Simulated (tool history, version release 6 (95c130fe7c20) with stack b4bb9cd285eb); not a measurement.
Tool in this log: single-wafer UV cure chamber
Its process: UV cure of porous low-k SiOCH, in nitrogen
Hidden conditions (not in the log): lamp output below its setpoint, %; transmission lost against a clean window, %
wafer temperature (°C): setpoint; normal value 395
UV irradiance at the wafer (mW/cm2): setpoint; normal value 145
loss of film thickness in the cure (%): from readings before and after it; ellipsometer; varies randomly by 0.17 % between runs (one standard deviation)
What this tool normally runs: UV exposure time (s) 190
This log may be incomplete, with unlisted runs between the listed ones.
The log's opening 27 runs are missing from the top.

run    hour  wafer temperature (°C)  UV exposure time (s)  UV irradiance at the wafer (mW/cm2)  wafers since the last listed run  hours since the UV bulbs were replaced  wafers since the quartz window was cleaned  loss of film thickness in the cure (%)
      687.0  -- quartz window cleaned
 28   699.0                     384                   275                                  178                               214                                   191.1                                         133                                  17.253
 29   725.9                     395                   190                                  131                               300                                   218.0                                         434                                  13.627
 30   744.4                     395                   190                                  145                               206                                   236.5                                         641                                  14.096
 31   779.2                     385                   290                                  145                               389                                   271.3                                        1030                                  15.865
 32   812.6                     395                   190                                  123                               373                                   304.7                                        1404                                  12.936
 33   836.5                     395                   220                                  145                               267                                   328.6                                        1671                                  14.191
 34   865.9                     395                   190                                  124                               328                                   358.0                                        2000                                  12.442
 35   895.5                     395                   190                                  145                               331                                   387.6                                        2331                                  13.279
      952.1  -- quartz window cleaned
 36   966.6                     395                   300                                  125                               705                                   458.7                                         161                                  15.366
 37   982.5                     395                   190                                  145                               177                                   474.6                                         339                                  14.191
 38   997.6                     410                   190                                  122                               168                                   489.7                                         508                                  13.344
 39  1029.3                     383                   190                                  131                               354                                   521.4                                         863                                  12.855
 40  1044.0                     395                   190                                  145                               164                                   536.1                                        1027                                  13.559
 41  1066.0                     415                   285                                  165                               246                                   558.1                                        1273                                  16.728

Branching from run 41: 4 alternative next runs. What would each branch give?
  A  1066.5                     395                   190                                  169                                 5                                   558.6                                        1279                                       ?
  B  1066.5                     385                   190                                  166                                 5                                   558.6                                        1279                                       ?
  C  1066.5                     395                    80                                  179                                 5                                   558.6                                        1279                                       ?
  D  1066.5                     381                   280                                  119                                 5                                   558.6                                        1279                                       ?

run  loss of film thickness in the cure (%)
  A                                  14.400
  B                                  14.105
  C                                  10.387
  D                                  14.303
Take away the tool's hidden state, keep each run's random variation, and the runs would have read:
run  loss of film thickness in the cure (%)
  A                                  15.462
  B                                  15.162
  C                                  11.379
  D                                  15.364
